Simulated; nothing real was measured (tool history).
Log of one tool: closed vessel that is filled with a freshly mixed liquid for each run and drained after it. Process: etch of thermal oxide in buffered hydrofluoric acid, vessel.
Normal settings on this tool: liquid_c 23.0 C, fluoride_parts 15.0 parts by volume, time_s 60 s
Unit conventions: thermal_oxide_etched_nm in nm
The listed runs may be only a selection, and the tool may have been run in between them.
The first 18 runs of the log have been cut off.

| run | hour | liquid_c | fluoride_parts | time_s | read-back film thickness of the thermal oxide reference wafer, read on the same gauge (nm) | thermal_oxide_etched_nm |
|---|---|---|---|---|---|---|
| 19 | 979.9 | 19.0 | 15.0 | 85 | 140.01 | 48.33 |
| 20 | 1023.3 | 23.0 | 11.0 | 60 | 140.01 | 57.89 |
| 21 | 1073.1 | 23.0 | 15.0 | 60 | 139.98 | 42.92 |
| 22 | 1109.9 | 23.0 | 15.0 | 60 | 140.01 | 42.95 |
| 23 | 1165.9 | 18.0 | 9.5 | 45 | 139.98 | 37.56 |
| 24 | 1227.4 | 25.0 | 10.0 | 30 | 140.00 | 35.60 |
| 25 | 1259.1 | 23.0 | 12.5 | 70 | 140.01 | 59.11 |
| 26 | 1320.0 | 25.0 | 15.0 | 60 | 140.02 | 47.71 |
| 27 | 1489.0 | 19.0 | 10.0 | 90 | 140.00 | 75.30 |
| 28 | 1530.4 | 26.5 | 15.0 | 60 | 140.04 | 51.49 |
| 29 | 1581.6 | 28.0 | 10.0 | 45 | 140.00 | 62.11 |
| 30 | 1613.7 | 23.0 | 15.0 | 60 | 139.98 | 42.57 |
| 31 | 1662.2 | 20.5 | 12.0 | 60 | 139.98 | 46.14 |
| 32 | 1719.5 | 23.0 | 9.5 | 45 | 139.97 | 49.17 |
| 33 | 1783.7 | 23.0 | 15.0 | 60 | 140.00 | 42.13 |

Below are 4 alternative next runs, each starting from the tool's condition after run 33. Predict each:
| A | 1784.4 | 23.0 | 15.0 | 60 | ? | ? |
| B | 1784.4 | 25.5 | 15.0 | 70 | ? | ? |
| C | 1784.4 | 23.0 | 19.5 | 40 | ? | ? |
| D | 1784.4 | 23.0 | 19.5 | 85 | ? | ? |

| run | read-back film thickness of the thermal oxide reference wafer, read on the same gauge (nm) | thermal_oxide_etched_nm |
|---|---|---|
| A | 140.02 | 42.47 |
| B | 140.02 | 56.79 |
| C | 140.02 | 21.87 |
| D | 140.02 | 46.48 |
Take away the tool's hidden state, keep each run's random variation, and the runs would have read:
| run | thermal_oxide_etched_nm |
|---|---|
| A | 43.60 |
| B | 58.30 |
| C | 22.45 |
| D | 47.70 |

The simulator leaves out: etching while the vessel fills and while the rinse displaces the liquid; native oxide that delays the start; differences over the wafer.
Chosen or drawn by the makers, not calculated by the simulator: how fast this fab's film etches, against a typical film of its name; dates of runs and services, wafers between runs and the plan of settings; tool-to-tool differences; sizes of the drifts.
